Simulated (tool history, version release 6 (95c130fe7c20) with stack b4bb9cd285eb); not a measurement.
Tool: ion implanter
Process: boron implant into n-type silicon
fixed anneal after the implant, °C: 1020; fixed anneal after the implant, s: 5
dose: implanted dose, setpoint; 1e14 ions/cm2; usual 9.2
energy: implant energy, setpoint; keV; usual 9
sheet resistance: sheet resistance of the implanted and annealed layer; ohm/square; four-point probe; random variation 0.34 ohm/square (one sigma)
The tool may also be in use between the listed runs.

run,hour,dose,energy,wafers since the last listed run,hours since the last dose calibration,hours since the extraction supply was calibrated,hours since the gauge calibration,"read-back reference wafer on the same gauge, sheet resistance",sheet resistance
1,0,9.2,9,0,666.8,4636.5,726.3,145.01,166.28
2,39.6,9.2,9,1010,706.4,4676.1,765.9,145.04,166.24
# hour 62.8: Faraday cup replaced and dose calibrated
3,108.7,9.2,7,1559,45.9,4745.2,835,145.06,176.69
4,174.2,9.2,7,1671,111.4,4810.7,900.5,144.91,175.52
5,200.6,10.67,8,673,137.8,4837.1,926.9,145.03,156.2
6,247.5,10.67,8,1196,184.7,4884,973.8,145.08,156.05
7,271.5,11.17,10,612,208.7,4908,997.8,144.98,142.14
8,371.2,11.17,10,2544,308.4,5007.7,1097.5,145.03,142.35
9,407.4,11.17,10,923,344.6,5043.9,1133.7,145.04,142.97
10,455.8,9.2,9.5,1235,393,5092.3,1182.1,144.98,162.15
11,505.1,9.2,9.5,1258,442.3,5141.6,1231.4,144.99,162.6
12,552.1,9.2,9,1199,489.3,5188.6,1278.4,144.96,165.18
13,613.6,9.2,9,1569,550.8,5250.1,1339.9,144.98,165.16
14,637.7,9.2,9,615,574.9,5274.2,1364,145.09,165.41
15,693,9.2,9,1411,630.2,5329.5,1419.3,145.05,165.99
# hour 763.9: Faraday cup replaced and dose calibrated
16,764.4,9.2,9,1617,0.5,5400.9,1490.7,144.99,169.17
# hour 789.2: gauge calibrated
# hour 817.7: extraction supply calibrated
17,818.2,9.2,9,1168,54.3,0.5,29,145.02,169.26
18,975.4,6.63,9,4011,211.5,157.7,186.2,145.05,212.72
# hour 991.1: Faraday cup replaced and dose calibrated, repeated, since the last time left the tool worse
19,1011,9.2,10.5,704,19.9,193.3,221.8,144.98,157.6
20,1065.9,7.81,9,1400,74.8,248.2,276.7,145.03,182
21,1123.1,9.2,9,1459,132,305.4,333.9,144.98,163.42
22,1182.6,9.2,9,1518,191.5,364.9,393.4,145.03,164.31
23,1241.8,9.2,9,1510,250.7,424.1,452.6,144.98,164.11
24,1300,6.79,6.5,1485,308.9,482.3,510.8,144.95,214.35
25,1328.1,9.2,9,717,337,510.4,538.9,145.06,164.57
26,1391,11.73,8,1605,399.9,573.3,601.8,144.99,150.89
27,1430.6,9.2,9,1010,439.5,612.9,641.4,145.08,165.39
28,1463.6,10.85,7,842,472.5,645.9,674.4,144.98,164.46
29,1497.7,7.21,9,870,506.6,680,708.5,144.99,194.22
30,1569,11.75,10.5,1819,577.9,751.3,779.8,145.02,138.06
31,1617,10.85,11.5,1224,625.9,799.3,827.8,144.91,140.09
32,1641.4,11.46,11,622,650.3,823.7,852.2,145.05,137.5
# hour 1696.2: Faraday cup replaced and dose calibrated
33,1711.4,9.2,9,1582,15.2,893.7,922.2,144.99,163.32
34,1782.5,9.2,9,1814,86.3,964.8,993.3,145.03,163.75

The tool's hidden state at each run:
deviation of the true energy from its setpoint, %: 0 in every run
gauge reads high (%): 0 in every run
H1: deviation of the true dose from the Faraday cup's reading, %
run,H1
1,-2.5
2,-2.8
3,-0.00761
4,-0.0637
5,-0.0995
6,-0.182
7,-0.233
8,-0.514
9,-0.642
10,-0.836
11,-1.06
12,-1.3
13,-1.65
14,-1.79
15,-2.16
16,-5
17,-5.02
18,-5.24
19,-0.0462
20,-0.0745
21,-0.139
22,-0.243
23,-0.386
24,-0.563
25,-0.662
26,-0.914
27,-1.09
28,-1.26
29,-1.44
30,-1.86
31,-2.17
32,-2.34
33,0.141
34,0.102
